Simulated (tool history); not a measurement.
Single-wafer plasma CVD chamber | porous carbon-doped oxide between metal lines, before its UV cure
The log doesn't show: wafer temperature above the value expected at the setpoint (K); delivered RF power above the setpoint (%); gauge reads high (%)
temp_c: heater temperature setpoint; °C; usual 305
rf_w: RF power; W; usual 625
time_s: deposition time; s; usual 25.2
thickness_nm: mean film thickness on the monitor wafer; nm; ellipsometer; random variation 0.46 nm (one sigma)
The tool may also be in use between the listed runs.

run,hour,temp_c,rf_w,time_s,wafers since the last listed run,hours since the last thermocouple change,hours since the last RF generator calibration,hours since the showerhead was replaced,hours since the gauge calibration,"read-back reference wafer on the same gauge, thickness_nm",thickness_nm
1,0,305,625,25.2,0,2681.3,1748.1,4219.6,397,190.149,152.606
2,32.1,305,625,25.2,496,2713.4,1780.2,4251.7,429.1,190.01,153.594
3,49.3,305,625,25.2,265,2730.6,1797.4,4268.9,446.3,189.931,152.217
4,70.6,305,625,25.2,329,2751.9,1818.7,4290.2,467.6,189.819,152.678
5,85.5,305,625,25.2,230,2766.8,1833.6,4305.1,482.5,189.935,153.07
6,106.6,305,625,25.2,326,2787.9,1854.7,4326.2,503.6,190.089,152.92
7,166.9,305,625,25.2,931,2848.2,1915,4386.5,563.9,190.053,152.81
8,191.9,312,670,25.2,386,2873.2,1940,4411.5,588.9,190.034,150.045
# hour 228.1: RF generator calibrated
9,228.6,312,670,25.2,443,2909.9,0.5,4448.2,625.6,189.818,155.78
10,237.5,305,690,25.2,137,2918.8,9.4,4457.1,634.5,190.038,162.448
# hour 303.1: thermocouple changed; heater temperature recalibrated
11,325.7,305,625,25.2,1239,22.6,97.6,4545.3,722.7,189.937,160.917
12,338.9,305,625,25.2,203,35.8,110.8,4558.5,735.9,190.03,161.435
13,364.6,305,690,25.2,397,61.5,136.5,4584.2,761.6,190.191,166.931
14,379.9,290,555,25.2,236,76.8,151.8,4599.5,776.9,189.906,165.725
15,402.1,297,595,25.2,343,99,174,4621.7,799.1,190.041,164.807
16,492.5,305,625,21.2,1397,189.4,264.4,4712.1,889.5,189.864,135.8
17,513.2,305,625,23.6,319,210.1,285.1,4732.8,910.2,190.045,150.386
18,527.1,313,625,25.2,214,224,299,4746.7,924.1,189.961,153.949
19,557.9,299,735,29.8,475,254.8,329.8,4777.5,954.9,189.978,205.567
# hour 593.8: showerhead replaced
20,594.3,305,740,25.2,438,291.2,366.2,0.5,991.3,190.093,169.846
21,608.8,300,625,25.2,224,305.7,380.7,15,1005.8,190.055,164.161
22,624.6,313,735,22,244,321.5,396.5,30.8,1021.6,190.048,143.379
23,657.6,292,515,23,509,354.5,429.5,63.8,1054.6,189.96,145.754
24,686.6,299,745,23.8,448,383.5,458.5,92.8,1083.6,189.99,165.51
25,704.1,305,625,25.2,270,401,476,110.3,1101.1,190.086,159.702
# hour 709.5: gauge calibrated
26,725.7,313,685,27.1,333,422.6,497.6,131.9,16.2,189.979,170.299
27,755.7,305,625,25.2,463,452.6,527.6,161.9,46.2,189.994,159.09
28,777.9,295,625,20.3,343,474.8,549.8,184.1,68.4,190.122,136.123
29,864.1,305,625,25.2,1332,561,636,270.3,154.6,189.918,158.583
30,909.1,309,625,25.2,695,606,681,315.3,199.6,190.056,155.639
31,924.1,309,520,21,231,621,696,330.3,214.6,190.148,122.556
32,954.8,305,625,25.2,474,651.7,726.7,361,245.3,189.942,159.12
33,988.5,305,625,28,520,685.4,760.4,394.7,279,190.097,175.501
34,1004,305,700,25.2,239,700.9,775.9,410.2,294.5,189.897,165.491

Some steps in thickness_nm between neighbouring runs. How much of each would the tool show without its hidden state too (settings, what came in, random variation), and how much is left for the hidden state, with any gauge scatter that isn't in both results?
Run 8 -> 9: RF generator calibrated. thickness_nm +5.735 nm: hidden state +4.122, all else +1.613.
Run 10 -> 11: rf_w 690 -> 625, thermocouple changed; heater temperature recalibrated. thickness_nm -1.531 nm: hidden state +5.105, all else -6.636.
Run 18 -> 19: temp_c 313 -> 299, rf_w 625 -> 735, time_s 25.2 -> 29.8. thickness_nm +51.618 nm: hidden state -0.586, all else +52.204.
Run 19 -> 20: temp_c 299 -> 305, rf_w 735 -> 740, time_s 29.8 -> 25.2, showerhead replaced. thickness_nm -35.721 nm: hidden state +0.146, all else -35.867.
Run 31 -> 32: temp_c 309 -> 305, rf_w 520 -> 625, time_s 21 -> 25.2. thickness_nm +36.564 nm: hidden state -0.829, all else +37.393.
